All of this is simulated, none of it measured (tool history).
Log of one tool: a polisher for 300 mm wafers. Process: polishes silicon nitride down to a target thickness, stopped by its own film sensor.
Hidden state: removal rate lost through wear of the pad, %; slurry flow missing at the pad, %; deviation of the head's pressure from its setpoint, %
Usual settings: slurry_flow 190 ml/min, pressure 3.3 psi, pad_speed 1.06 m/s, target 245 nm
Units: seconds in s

run	hour	slurry_flow	pressure	pad_speed	target	wafers since the last listed run	wafers polished on this pad	hours since the slurry nozzle was cleaned	hours since the head pressure was calibrated	incoming thickness of the incoming film, nm	seconds
1	0	190	3.3	1.06	245	0	183	141.6	99	372.3	89.6
2	15.8	190	3.3	1.06	245	80	264	157.4	114.8	375.2	94.5
3	34.5	190	3.3	1.06	245	95	360	176.1	133.5	370.8	90.2
4	56.3	190	3.3	1.06	245	111	472	197.9	155.3	363.1	83.7
5	83.7	190	3.3	1.06	245	140	612	225.3	182.7	372.8	88.4
6	115.8	190	3.3	1.06	245	164	777	257.4	214.8	369	91.5
7	129.8	240	4.2	1.06	245	71	848	271.4	228.8	368.3	71.4
8	142	190	3.3	1.06	245	62	911	283.6	241	374.2	93.1
9	174.2	190	3.3	1.06	245	165	1076	315.8	273.2	369.4	91.2
10	210.1	190	3.3	1.06	245	183	1260	351.7	309.1	376.8	100.9
# hour 215.6: worn pad replaced by a new one
11	227.2	190	3.3	1.06	245	67	59	368.8	326.2	367.5	96.7
# hour 262.3: slurry nozzle cleaned
12	262.8	170	2.9	0.94	220	177	236	0.5	361.8	370.4	151.7
13	277.4	190	3.3	1.06	205	74	311	15.1	376.4	366.7	129.1
# hour 288.1: head pressure recalibrated
14	311	215	2.8	1.06	230	161	473	48.7	22.9	369.3	133
15	324.7	145	3.3	1.3	264	70	543	62.4	36.6	372.1	75.4
# hour 342.5: worn pad replaced by a new one, repeated, since the last time left the tool worse
16	357.6	240	4.2	1.06	245	148	77	95.3	69.5	375.5	72
17	383.3	190	3.3	1.3	226	131	208	121	95.2	377.2	90.5
18	414.8	225	3.3	0.84	245	161	370	152.5	126.7	364.4	99.6
19	436.4	190	3.3	1.06	245	110	480	174.1	148.3	366.5	88.7
20	464.9	190	2.5	1.06	245	146	626	202.6	176.8	368.4	114.9
21	520	190	4	1.06	245	282	909	257.7	231.9	363.6	77.4
22	542.6	190	2.6	1.34	245	115	1025	280.3	254.5	365	91.5
# hour 556.6: worn pad replaced by a new one
23	557.1	190	3.3	1.06	245	53	2	294.8	269	375.7	94.1

Hidden state or all else? Some run-to-run changes of seconds, split into what the settings, what came in and random variation would give without the hidden state, and what is left for the hidden state (with any gauge scatter that isn't in both results):
Run 11 -> 12: slurry_flow 190 -> 170, pressure 3.3 -> 2.9, pad_speed 1.06 -> 0.94, target 245 -> 220, slurry nozzle cleaned. seconds +55 s: hidden state +7.9, all else +47.1.
Run 14 -> 15: slurry_flow 215 -> 145, pressure 2.8 -> 3.3, pad_speed 1.06 -> 1.3, target 230 -> 264. seconds -57.6 s: hidden state -8.2, all else -49.4.
Run 15 -> 16: slurry_flow 145 -> 240, pressure 3.3 -> 4.2, pad_speed 1.3 -> 1.06, target 264 -> 245, worn pad replaced by a new one, repeated, since the last time left the tool worse. seconds -3.4 s: hidden state -10.3, all else +6.9.

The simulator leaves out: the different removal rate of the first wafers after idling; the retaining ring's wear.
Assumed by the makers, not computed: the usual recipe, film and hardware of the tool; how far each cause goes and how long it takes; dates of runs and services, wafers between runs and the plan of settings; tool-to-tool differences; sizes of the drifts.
